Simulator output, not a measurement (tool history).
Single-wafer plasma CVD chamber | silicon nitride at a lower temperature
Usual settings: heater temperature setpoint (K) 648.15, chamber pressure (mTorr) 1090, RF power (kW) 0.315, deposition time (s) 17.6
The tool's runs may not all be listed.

run	hour	heater temperature setpoint (K)	chamber pressure (mTorr)	RF power (kW)	deposition time (s)	wafers since the last listed run	hours since the last thermocouple change	hours since the last RF generator calibration	hours since the last manometer calibration	hours since the showerhead was replaced	hours since the gauge calibration	read-back reference wafer on the same gauge, thickness_nm	mean film thickness on the monitor wafer (nm)
1	0.0	648.15	1090	0.315	17.6	0	2187.9	1361.4	1670.4	5749.3	44.3	19.081	17.682
2	6.8	648.15	1090	0.315	17.6	137	2194.7	1368.2	1677.2	5756.1	51.1	19.098	17.694
3	24.4	648.15	1090	0.315	17.6	356	2212.3	1385.8	1694.8	5773.7	68.7	19.104	17.684
4	31.1	648.15	1090	0.315	17.6	135	2219.0	1392.5	1701.5	5780.4	75.4	19.090	17.622
5	61.4	648.15	1090	0.315	17.6	614	2249.3	1422.8	1731.8	5810.7	105.7	19.106	17.687
6	73.7	648.15	1090	0.315	17.6	249	2261.6	1435.1	1744.1	5823.0	118.0	19.090	17.600
7	81.4	648.15	1090	0.315	17.6	156	2269.3	1442.8	1751.8	5830.7	125.7	19.097	17.568
8	88.8	648.15	1090	0.315	17.6	149	2276.7	1450.2	1759.2	5838.1	133.1	19.109	17.639
# hour 102.1: gauge calibrated
9	105.8	648.15	1090	0.315	20.3	344	2293.7	1467.2	1776.2	5855.1	3.7	19.099	20.225
# hour 115.2: RF generator calibrated
10	115.7	648.15	1090	0.330	20.7	38	2303.6	0.5	1786.1	5865.0	13.6	19.094	23.821
# hour 130.1: capacitance manometer re-zeroed and calibrated
11	130.6	648.15	1090	0.255	16.4	139	2318.5	15.4	0.5	5879.9	28.5	19.110	14.281
12	141.0	648.15	940	0.365	15.4	210	2328.9	25.8	10.9	5890.3	38.9	19.088	18.634
13	151.6	648.15	1090	0.275	17.6	214	2339.5	36.4	21.5	5900.9	49.5	19.098	16.795

Forecast run 14:
14	158.2	634.15	1090	0.345	14.8	133	2346.1	43.0	28.1	5907.5	56.1	?	?

read-back reference wafer on the same gauge, thickness_nm: 19.096
mean film thickness on the monitor wafer (nm): 17.725
Without the tool's hidden state the same run would have given mean film thickness on the monitor wafer (nm) 17.806.
